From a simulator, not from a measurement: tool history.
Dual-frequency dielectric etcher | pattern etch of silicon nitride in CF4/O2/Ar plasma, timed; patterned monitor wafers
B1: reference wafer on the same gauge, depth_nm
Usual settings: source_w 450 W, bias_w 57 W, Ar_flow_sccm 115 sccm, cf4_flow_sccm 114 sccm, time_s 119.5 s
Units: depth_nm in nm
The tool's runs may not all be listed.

Run 1, hour 0: usual settings but bias_w 48 W; B1 263.1. Result: depth_nm 208 nm.
Run 2, hour 69.1: usual settings but source_w 380 W, bias_w 52 W; B1 263. Result: depth_nm 179.4 nm.
At hour 123: upper electrode replaced.
Run 3, hour 123.5: usual settings but Ar_flow_sccm 128 sccm, time_s 141 s; B1 262.8. Result: depth_nm 264.3 nm.
At hour 133.7: Ar flow controller replaced.
Run 4, hour 179.9: usual settings; B1 263. Result: depth_nm 224.9 nm.
At hour 236.5: source power generator calibrated.
At hour 292.7: wet clean of the chamber.
Run 5, hour 293.2: usual settings but source_w 480 W, bias_w 62 W, time_s 94.5 s; B1 263.1. Result: depth_nm 197.6 nm.
At hour 294.8: gauge calibrated.
Run 6, hour 306.9: usual settings; B1 263. Result: depth_nm 224.6 nm.
Run 7, hour 374.9: usual settings but source_w 530 W, bias_w 65 W, Ar_flow_sccm 94 sccm, cf4_flow_sccm 134 sccm; B1 263.2. Result: depth_nm 294.1 nm.
At hour 389.7: bias power generator calibrated.
Run 8, hour 422.6: usual settings but source_w 540 W; B1 263. Result: depth_nm 268.4 nm.
Run 9, hour 481.9: usual settings but bias_w 63 W, cf4_flow_sccm 98 sccm; B1 262.8. Result: depth_nm 228.2 nm.
Run 10, hour 506.7: usual settings; B1 262.7. Result: depth_nm 222.2 nm.
Run 11, hour 541.1: usual settings but cf4_flow_sccm 101 sccm, time_s 88.5 s; B1 262.9. Result: depth_nm 162.1 nm.
Run 12, hour 568.7: usual settings but time_s 143 s; B1 263.1. Result: depth_nm 267.1 nm.
Run 13, hour 611.2: usual settings but Ar_flow_sccm 92 sccm, time_s 109 s; B1 262.8. Result: depth_nm 206.6 nm.
At hour 671.9: wet clean of the chamber.
Run 14, hour 672.4: usual settings but bias_w 43 W, Ar_flow_sccm 134 sccm, cf4_flow_sccm 89 sccm; B1 263.2. Result: depth_nm 185.4 nm.
Run 15, hour 724.2: usual settings but bias_w 64 W; B1 263. Result: depth_nm 236.9 nm.
Run 16, hour 774.8: usual settings; B1 263.1. Result: depth_nm 224 nm.
Run 17, hour 840.5: usual settings but Ar_flow_sccm 107 sccm; B1 263.3. Result: depth_nm 224.6 nm.
Run 18, hour 877.6: usual settings but Ar_flow_sccm 106 sccm, cf4_flow_sccm 93 sccm, time_s 151.5 s; B1 262.9. Result: depth_nm 278.2 nm.
Run 19, hour 907.6: usual settings but bias_w 63 W, Ar_flow_sccm 129 sccm; B1 263.1. Result: depth_nm 233.4 nm.
Run 20, hour 955.7: usual settings; B1 262.8. Result: depth_nm 224.4 nm.
Run 21, hour 1016.3: usual settings but cf4_flow_sccm 105 sccm, time_s 137 s; B1 263.2. Result: depth_nm 254.2 nm.
Run 22, hour 1049.7: usual settings but source_w 530 W, bias_w 44 W, Ar_flow_sccm 135 sccm, cf4_flow_sccm 124 sccm; B1 263.3. Result: depth_nm 234.9 nm.

The same runs without the tool's hidden state, with the same run-to-run variation:
The hidden state here: etch rate over this chamber's usual, %; source power that arrives over what is set, %; bias power that arrives over what is set, %; Ar flow that arrives over what is set, %; CF4 flow that arrives over what is set, %; gauge reads high (%).
run  depth_nm
  1     204.8
  2     176.6
  3       260
  4     221.2
  5     194.3
  6     220.9
  7     289.3
  8     267.7
  9     227.3
 10     221.2
 11     161.3
 12     265.7
 13     205.3
 14     184.1
 15       235
 16     222.1
 17     222.5
 18     275.4
 19     230.9
 20     221.9
 21     251.2
 22     232.3

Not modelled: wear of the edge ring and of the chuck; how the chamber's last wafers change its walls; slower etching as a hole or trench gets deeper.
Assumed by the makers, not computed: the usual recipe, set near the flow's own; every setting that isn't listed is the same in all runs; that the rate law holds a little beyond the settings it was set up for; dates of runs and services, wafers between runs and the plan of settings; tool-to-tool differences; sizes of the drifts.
